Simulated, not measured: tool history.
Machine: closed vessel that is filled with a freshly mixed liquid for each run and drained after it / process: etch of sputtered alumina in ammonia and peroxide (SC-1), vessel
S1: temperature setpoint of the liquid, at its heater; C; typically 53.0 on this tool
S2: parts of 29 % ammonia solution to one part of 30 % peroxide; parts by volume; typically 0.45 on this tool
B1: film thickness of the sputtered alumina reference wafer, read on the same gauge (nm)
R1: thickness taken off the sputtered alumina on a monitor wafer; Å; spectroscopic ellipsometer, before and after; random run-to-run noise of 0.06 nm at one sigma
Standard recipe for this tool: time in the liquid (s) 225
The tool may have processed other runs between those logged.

Run 1, hour 0.0: usual settings; B1 140.00. Result: R1 91.7 Å.
Run 2, hour 20.0: usual settings; B1 140.03. Result: R1 91.9 Å.
Run 3, hour 51.6: usual settings; B1 139.98. Result: R1 92.1 Å.
Run 4, hour 82.6: usual settings but time in the liquid (s) 125; B1 140.01. Result: R1 51.5 Å.
Run 5, hour 104.3: usual settings but time in the liquid (s) 125; B1 139.99. Result: R1 50.9 Å.
Run 6, hour 123.7: usual settings but time in the liquid (s) 125; B1 140.01. Result: R1 52.3 Å.
Run 7, hour 137.1: usual settings; B1 140.00. Result: R1 93.8 Å.
Run 8, hour 156.1: usual settings; B1 139.99. Result: R1 93.3 Å.
Run 9, hour 168.4: usual settings; B1 139.96. Result: R1 94.0 Å.
At hour 174.9: ammonia flow meter replaced.
Run 10, hour 194.7: usual settings; B1 140.02. Result: R1 93.3 Å.
Run 11, hour 217.5: usual settings but S1 59.5 C, time in the liquid (s) 135; B1 140.01. Result: R1 79.1 Å.
At hour 222.6: thermometer replaced.
At hour 224.1: gauge calibrated.
Run 12, hour 248.5: usual settings but S1 49.0 C, S2 0.55 parts by volume, time in the liquid (s) 320; B1 140.00. Result: R1 97.9 Å.
Run 13, hour 279.6: usual settings; B1 140.02. Result: R1 84.5 Å.
At hour 281.7: new drum of ammonia solution connected.
Run 14, hour 292.7: usual settings; B1 140.01. Result: R1 84.5 Å.
Run 15, hour 325.2: usual settings but S1 48.0 C; B1 140.01. Result: R1 64.6 Å.
Run 16, hour 347.4: usual settings but S1 60.5 C, time in the liquid (s) 285; B1 139.98. Result: R1 160.1 Å.
Run 17, hour 364.6: usual settings but S1 48.5 C, S2 0.35 parts by volume, time in the liquid (s) 155; B1 139.99. Result: R1 45.1 Å.
Run 18, hour 394.0: usual settings; B1 140.00. Result: R1 86.0 Å.
Run 19, hour 411.4: usual settings but S1 62.5 C, S2 0.35 parts by volume, time in the liquid (s) 325; B1 140.01. Result: R1 199.3 Å.
Run 20, hour 435.8: usual settings but S1 62.5 C, S2 0.25 parts by volume, time in the liquid (s) 300; B1 140.00. Result: R1 175.0 Å.

Here are 3 independent what-if runs from the current tool condition. What would each one return?
Run A, hour 436.5: usual settings; B1 ?. Result: R1 ?.
Run B, hour 436.5: usual settings but S1 50.0 C, S2 0.30 parts by volume; B1 ?. Result: R1 ?.
Run C, hour 436.5: usual settings but S1 57.0 C; B1 ?. Result: R1 ?.

run      B1     R1
  A  139.96   85.9
  B  139.96   70.3
  C  139.96  106.2
With no hidden state in the tool, these same runs would have given:
run     R1
  A   83.1
  B   67.9
  C  102.8
